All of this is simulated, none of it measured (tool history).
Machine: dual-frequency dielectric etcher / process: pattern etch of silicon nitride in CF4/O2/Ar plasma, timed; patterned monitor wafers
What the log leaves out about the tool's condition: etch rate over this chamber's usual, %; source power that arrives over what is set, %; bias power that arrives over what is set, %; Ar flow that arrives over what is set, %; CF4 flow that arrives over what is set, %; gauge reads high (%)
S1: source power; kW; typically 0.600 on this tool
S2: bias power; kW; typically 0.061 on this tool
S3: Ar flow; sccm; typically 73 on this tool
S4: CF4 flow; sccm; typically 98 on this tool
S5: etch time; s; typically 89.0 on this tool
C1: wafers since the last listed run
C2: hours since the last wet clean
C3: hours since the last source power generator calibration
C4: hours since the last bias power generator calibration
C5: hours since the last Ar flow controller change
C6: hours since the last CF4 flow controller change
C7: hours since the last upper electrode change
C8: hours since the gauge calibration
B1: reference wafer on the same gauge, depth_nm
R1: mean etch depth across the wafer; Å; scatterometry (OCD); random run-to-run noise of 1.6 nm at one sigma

run	hour	S1	S2	S3	S4	S5	C1	C2	C3	C4	C5	C6	C7	C8	B1	R1
1	0.0	0.600	0.061	73	98	89.0	0	529.2	2812.0	2683.6	2562.0	6041.5	5026.8	270.1	232.8	2179
2	19.9	0.600	0.061	73	98	71.5	135	549.1	2831.9	2703.5	2581.9	6061.4	5046.7	290.0	233.0	1742
3	47.0	0.600	0.061	73	98	71.5	184	576.2	2859.0	2730.6	2609.0	6088.5	5073.8	317.1	234.5	1757
4	61.3	0.600	0.061	73	98	89.0	97	590.5	2873.3	2744.9	2623.3	6102.8	5088.1	331.4	234.6	2174
5	83.8	0.600	0.061	73	98	89.0	153	613.0	2895.8	2767.4	2645.8	6125.3	5110.6	353.9	233.9	2196
# hour 114.7: upper electrode replaced
6	115.2	0.600	0.061	73	98	89.0	50	644.4	2927.2	2798.8	2677.2	6156.7	0.5	385.3	233.2	2195
7	140.4	0.600	0.061	67	98	89.0	171	669.6	2952.4	2824.0	2702.4	6181.9	25.7	410.5	233.9	2187
# hour 153.1: Ar flow controller replaced
# hour 154.2: bias power generator calibrated
8	174.0	0.600	0.061	89	108	96.5	181	703.2	2986.0	19.8	20.9	6215.5	59.3	444.1	234.7	2338
# hour 199.0: CF4 flow controller replaced
# hour 214.3: wet clean of the chamber
9	222.9	0.600	0.061	73	98	89.0	188	8.6	3034.9	68.7	69.8	23.9	108.2	493.0	234.4	2258
10	239.3	0.600	0.061	73	118	89.0	111	25.0	3051.3	85.1	86.2	40.3	124.6	509.4	233.8	2280
11	270.2	0.600	0.061	73	98	89.0	210	55.9	3082.2	116.0	117.1	71.2	155.5	540.3	233.9	2245
# hour 283.8: gauge calibrated
12	292.5	0.600	0.050	73	104	75.5	152	78.2	3104.5	138.3	139.4	93.5	177.8	8.7	234.3	1801
13	308.0	0.600	0.049	66	98	96.5	105	93.7	3120.0	153.8	154.9	109.0	193.3	24.2	234.0	2264
14	323.3	0.600	0.072	73	82	105.5	104	109.0	3135.3	169.1	170.2	124.3	208.6	39.5	234.2	2731
# hour 328.8: source power generator calibrated
15	355.0	0.600	0.061	73	76	89.0	188	140.7	26.2	200.8	201.9	156.0	240.3	71.2	234.7	2130
16	381.9	0.720	0.061	73	98	101.0	183	167.6	53.1	227.7	228.8	182.9	267.2	98.1	234.3	2933
17	413.0	0.660	0.061	65	98	89.0	212	198.7	84.2	258.8	259.9	214.0	298.3	129.2	234.2	2405
18	431.5	0.730	0.061	73	98	66.5	126	217.2	102.7	277.3	278.4	232.5	316.8	147.7	234.2	1945
19	464.2	0.460	0.073	73	78	89.0	222	249.9	135.4	310.0	311.1	265.2	349.5	180.4	233.3	1829
20	498.0	0.600	0.052	80	98	78.0	230	283.7	169.2	343.8	344.9	299.0	383.3	214.2	233.2	1811
21	520.3	0.600	0.061	73	98	89.0	152	306.0	191.5	366.1	367.2	321.3	405.6	236.5	233.9	2180

Alternative continuations, all from the tool just after run 21; predict every row:
A	520.7	0.600	0.050	73	98	89.0	2	306.4	191.9	366.5	367.6	321.7	406.0	236.9	?	?
B	520.7	0.460	0.061	73	98	89.0	2	306.4	191.9	366.5	367.6	321.7	406.0	236.9	?	?
C	520.7	0.600	0.049	73	98	104.5	2	306.4	191.9	366.5	367.6	321.7	406.0	236.9	?	?
D	520.7	0.470	0.061	73	121	89.0	2	306.4	191.9	366.5	367.6	321.7	406.0	236.9	?	?

run	B1	R1
A	234.8	2059
B	234.8	1778
C	234.8	2403
D	234.8	1847
With the hidden condition removed and each run's random variation left untouched, the same runs would have given:
run	R1
A	2122
B	1832
C	2476
D	1903
